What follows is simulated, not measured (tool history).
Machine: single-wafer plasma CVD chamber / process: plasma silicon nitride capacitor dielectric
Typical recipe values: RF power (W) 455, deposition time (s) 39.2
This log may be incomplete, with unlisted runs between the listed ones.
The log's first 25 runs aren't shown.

run     day  RF power (W)  deposition time (s)  wafers since the last listed run  hours since the last RF generator calibration  hours since the showerhead was replaced  hours since the gauge calibration  read-back reference wafer on the same gauge, thickness_nm  mean film thickness on the monitor wafer (Å)
 26  29.067           455                 39.2                               579                                          323.8                                    285.1                              403.3                                                     53.234                                        562.34
 27  29.858           455                 39.2                               421                                          342.8                                    304.1                              422.3                                                     53.134                                        563.36
 28  30.679           455                 44.7                               437                                          362.5                                    323.8                              442.0                                                     52.895                                        637.13
 29  31.908           455                 43.7                               654                                          392.0                                    353.3                              471.5                                                     52.828                                        619.03
 30  33.267           455                 31.8                               723                                          424.6                                    385.9                              504.1                                                     52.772                                        454.55
 31  34.638           455                 33.1                               729                                          457.5                                    418.8                              537.0                                                     52.685                                        465.37
 32  35.704           500                 34.7                               567                                          483.1                                    444.4                              562.6                                                     52.478                                        503.79
 33  36.300           405                 42.6                               317                                          497.4                                    458.7                              576.9                                                     52.543                                        575.84

Below are 4 alternative next runs, each starting from the tool's condition after run 33. Predict each:
  A  36.317           365                 39.2                                 8                                          497.8                                    459.1                              577.3                                                          ?                                             ?
  B  36.317           370                 44.2                                 8                                          497.8                                    459.1                              577.3                                                          ?                                             ?
  C  36.317           520                 41.7                                 8                                          497.8                                    459.1                              577.3                                                          ?                                             ?
  D  36.317           385                 42.2                                 8                                          497.8                                    459.1                              577.3                                                          ?                                             ?

run  read-back reference wafer on the same gauge, thickness_nm  mean film thickness on the monitor wafer (Å)
  A                                                     52.468                                        519.57
  B                                                     52.468                                        588.37
  C                                                     52.468                                        617.83
  D                                                     52.468                                        568.87
Had the tool no hidden state, the same runs would have come out as:
run  mean film thickness on the monitor wafer (Å)
  A                                        532.98
  B                                        603.56
  C                                        633.78
  D                                        583.56
